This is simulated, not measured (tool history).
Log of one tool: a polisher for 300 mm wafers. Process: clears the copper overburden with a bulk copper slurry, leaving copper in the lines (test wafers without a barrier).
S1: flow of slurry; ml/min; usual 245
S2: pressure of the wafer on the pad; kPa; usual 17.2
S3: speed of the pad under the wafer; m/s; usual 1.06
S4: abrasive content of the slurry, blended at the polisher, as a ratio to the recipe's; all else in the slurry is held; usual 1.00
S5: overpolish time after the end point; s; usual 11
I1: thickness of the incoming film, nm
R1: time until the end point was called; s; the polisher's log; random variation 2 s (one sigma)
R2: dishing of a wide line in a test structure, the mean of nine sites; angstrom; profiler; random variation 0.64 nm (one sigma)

run	hour	S1	S2	S3	S4	S5	I1	R1	R2
1	0.0	245	17.2	1.06	1.00	11	982.4	106.1	604
# hour 71.7: slurry blender recalibrated
2	73.9	245	17.2	1.06	1.00	11	984.7	113.9	586
3	152.1	245	17.2	1.06	1.00	11	971.4	111.0	574
# hour 189.7: worn pad replaced by a new one
4	197.3	245	17.2	1.06	1.00	11	979.7	101.5	615
# hour 275.3: slurry blender recalibrated
5	290.6	245	17.2	1.06	1.00	11	976.7	112.2	578
# hour 311.0: slurry nozzle cleaned
6	327.1	245	17.2	1.06	1.00	11	987.4	110.3	568
# hour 348.4: head pressure recalibrated
# hour 367.0: worn pad replaced by a new one
7	416.9	245	17.2	1.06	1.00	11	986.4	112.0	585
# hour 473.0: slurry blender recalibrated
8	491.0	245	17.2	1.06	1.00	11	992.3	115.1	573
9	527.3	165	17.2	1.16	0.85	7	974.3	109.9	400
# hour 554.7: worn pad replaced by a new one
10	585.6	175	13.8	1.06	1.00	17	983.8	138.0	663
# hour 634.2: slurry blender recalibrated
11	642.7	245	17.2	1.06	1.30	11	988.5	113.0	589
# hour 732.8: worn pad replaced by a new one
12	745.9	220	14.5	1.16	1.00	15	987.1	115.3	686
# hour 796.9: slurry blender recalibrated
13	799.9	245	17.2	0.72	1.15	11	978.9	153.1	444
14	837.2	245	17.2	1.06	1.00	11	972.5	109.3	576
15	876.6	245	17.2	1.06	0.75	14	973.8	116.6	660
# hour 927.0: worn pad replaced by a new one
16	941.1	245	20.0	1.06	0.90	14	991.4	91.6	814

Forecast each of these 4 alternatives for the next run:
A	941.6	245	17.2	1.06	1.00	11	981.5	?	?
B	941.6	245	20.7	1.06	1.15	11	981.5	?	?
C	941.6	245	20.0	1.40	1.00	9	981.5	?	?
D	941.6	245	17.2	1.06	1.00	14	981.5	?	?

run	R1	R2
A	107.4	598
B	87.1	716
C	71.8	709
D	107.4	717
Without the tool's hidden state the same runs would have given:
run	R1	R2
A	105.1	608
B	85.3	727
C	70.3	720
D	105.1	728
